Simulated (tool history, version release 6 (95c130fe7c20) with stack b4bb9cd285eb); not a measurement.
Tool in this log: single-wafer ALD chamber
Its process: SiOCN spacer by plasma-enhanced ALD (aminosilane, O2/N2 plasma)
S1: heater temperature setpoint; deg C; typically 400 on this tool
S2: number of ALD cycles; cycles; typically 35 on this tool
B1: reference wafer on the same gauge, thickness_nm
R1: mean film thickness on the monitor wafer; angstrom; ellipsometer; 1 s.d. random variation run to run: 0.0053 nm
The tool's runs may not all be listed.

{"run": 1, "hour": 0.0, "S1": 400, "S2": 38, "B1": 2.036, "R1": 22.59}
{"run": 2, "hour": 31.7, "S1": 400, "S2": 35, "B1": 2.037, "R1": 20.81}
{"run": 3, "hour": 53.8, "S1": 400, "S2": 35, "B1": 2.036, "R1": 20.79}
{"run": 4, "hour": 73.6, "S1": 390, "S2": 35, "B1": 2.033, "R1": 20.7}
{"run": 5, "hour": 87.1, "S1": 390, "S2": 35, "B1": 2.035, "R1": 20.72}
{"run": 6, "hour": 121.6, "S1": 400, "S2": 35, "B1": 2.032, "R1": 20.75}
{"run": 7, "hour": 155.2, "S1": 400, "S2": 35, "B1": 2.032, "R1": 20.67}
{"run": 8, "hour": 178.9, "S1": 400, "S2": 35, "B1": 2.029, "R1": 20.8}
{"run": 9, "hour": 204.5, "S1": 400, "S2": 30, "B1": 2.032, "R1": 17.76}
{"run": 10, "hour": 217.1, "S1": 400, "S2": 35, "B1": 2.031, "R1": 20.76}
{"run": 11, "hour": 233.4, "S1": 400, "S2": 35, "B1": 2.028, "R1": 20.64}
{"run": 12, "hour": 266.0, "S1": 400, "S2": 35, "B1": 2.027, "R1": 20.75}
{"run": 13, "hour": 294.5, "S1": 411, "S2": 38, "B1": 2.029, "R1": 21.51}
{"run": 14, "hour": 320.2, "S1": 411, "S2": 38, "B1": 2.026, "R1": 21.59}
{"run": 15, "hour": 355.7, "S1": 400, "S2": 35, "B1": 2.029, "R1": 20.67}
{"run": 16, "hour": 374.7, "S1": 400, "S2": 35, "B1": 2.028, "R1": 20.75}
{"run": 17, "hour": 405.1, "S1": 400, "S2": 35, "B1": 2.027, "R1": 20.71}
{"run": 18, "hour": 432.2, "S1": 411, "S2": 35, "B1": 2.026, "R1": 19.95}
{"run": 19, "hour": 445.1, "S1": 411, "S2": 35, "B1": 2.025, "R1": 19.83}
{"run": 20, "hour": 467.4, "S1": 411, "S2": 35, "B1": 2.028, "R1": 19.91}
{"hour": 475.8, "done": "thermocouple changed; heater temperature recalibrated"}
{"run": 21, "hour": 503.1, "S1": 395, "S2": 41, "B1": 2.027, "R1": 24.31}
{"run": 22, "hour": 522.2, "S1": 387, "S2": 31, "B1": 2.026, "R1": 18.32}
{"hour": 523.8, "done": "gauge calibrated"}
{"run": 23, "hour": 535.7, "S1": 408, "S2": 37, "B1": 2.065, "R1": 21.72}
{"run": 24, "hour": 552.2, "S1": 409, "S2": 35, "B1": 2.063, "R1": 20.39}
{"run": 25, "hour": 621.7, "S1": 393, "S2": 33, "B1": 2.053, "R1": 19.77}
{"run": 26, "hour": 637.6, "S1": 407, "S2": 28, "B1": 2.051, "R1": 16.34}
{"run": 27, "hour": 663.6, "S1": 414, "S2": 30, "B1": 2.049, "R1": 17.09}
{"run": 28, "hour": 694.0, "S1": 400, "S2": 35, "B1": 2.043, "R1": 20.9}
{"run": 29, "hour": 706.5, "S1": 400, "S2": 41, "B1": 2.042, "R1": 24.48}
{"run": 30, "hour": 740.3, "S1": 386, "S2": 37, "B1": 2.041, "R1": 22.03}
{"run": 31, "hour": 764.6, "S1": 404, "S2": 41, "B1": 2.04, "R1": 24.12}
{"run": 32, "hour": 798.2, "S1": 400, "S2": 35, "B1": 2.039, "R1": 20.77}
{"run": 33, "hour": 832.1, "S1": 400, "S2": 40, "B1": 2.032, "R1": 23.7}
{"run": 34, "hour": 845.1, "S1": 387, "S2": 33, "B1": 2.037, "R1": 19.6}
{"run": 35, "hour": 873.4, "S1": 400, "S2": 35, "B1": 2.033, "R1": 20.71}
{"run": 36, "hour": 893.5, "S1": 392, "S2": 38, "B1": 2.03, "R1": 22.47}
{"run": 37, "hour": 908.1, "S1": 405, "S2": 35, "B1": 2.032, "R1": 20.31}
{"run": 38, "hour": 937.8, "S1": 400, "S2": 35, "B1": 2.028, "R1": 20.72}
{"run": 39, "hour": 955.0, "S1": 400, "S2": 35, "B1": 2.028, "R1": 20.65}
{"run": 40, "hour": 978.2, "S1": 394, "S2": 30, "B1": 2.027, "R1": 17.66}
{"run": 41, "hour": 993.5, "S1": 400, "S2": 35, "B1": 2.027, "R1": 20.69}

For each run, what was the tool's unlogged condition?
wafer temperature above the value expected at the setpoint (K): 0 in every run
H1: gauge reads high (%)
run=1 H1=-1.53
run=2 H1=-1.61
run=3 H1=-1.66
run=4 H1=-1.7
run=5 H1=-1.72
run=6 H1=-1.79
run=7 H1=-1.84
run=8 H1=-1.87
run=9 H1=-1.91
run=10 H1=-1.92
run=11 H1=-1.94
run=12 H1=-1.97
run=13 H1=-2
run=14 H1=-2.02
run=15 H1=-2.05
run=16 H1=-2.06
run=17 H1=-2.08
run=18 H1=-2.09
run=19 H1=-2.1
run=20 H1=-2.11
run=21 H1=-2.13
run=22 H1=-2.13
run=23 H1=-0.232
run=24 H1=-0.368
run=25 H1=-0.86
run=26 H1=-0.955
run=27 H1=-1.1
run=28 H1=-1.25
run=29 H1=-1.31
run=30 H1=-1.45
run=31 H1=-1.55
run=32 H1=-1.66
run=33 H1=-1.76
run=34 H1=-1.8
run=35 H1=-1.87
run=36 H1=-1.92
run=37 H1=-1.95
run=38 H1=-2.01
run=39 H1=-2.05
run=40 H1=-2.09
run=41 H1=-2.11

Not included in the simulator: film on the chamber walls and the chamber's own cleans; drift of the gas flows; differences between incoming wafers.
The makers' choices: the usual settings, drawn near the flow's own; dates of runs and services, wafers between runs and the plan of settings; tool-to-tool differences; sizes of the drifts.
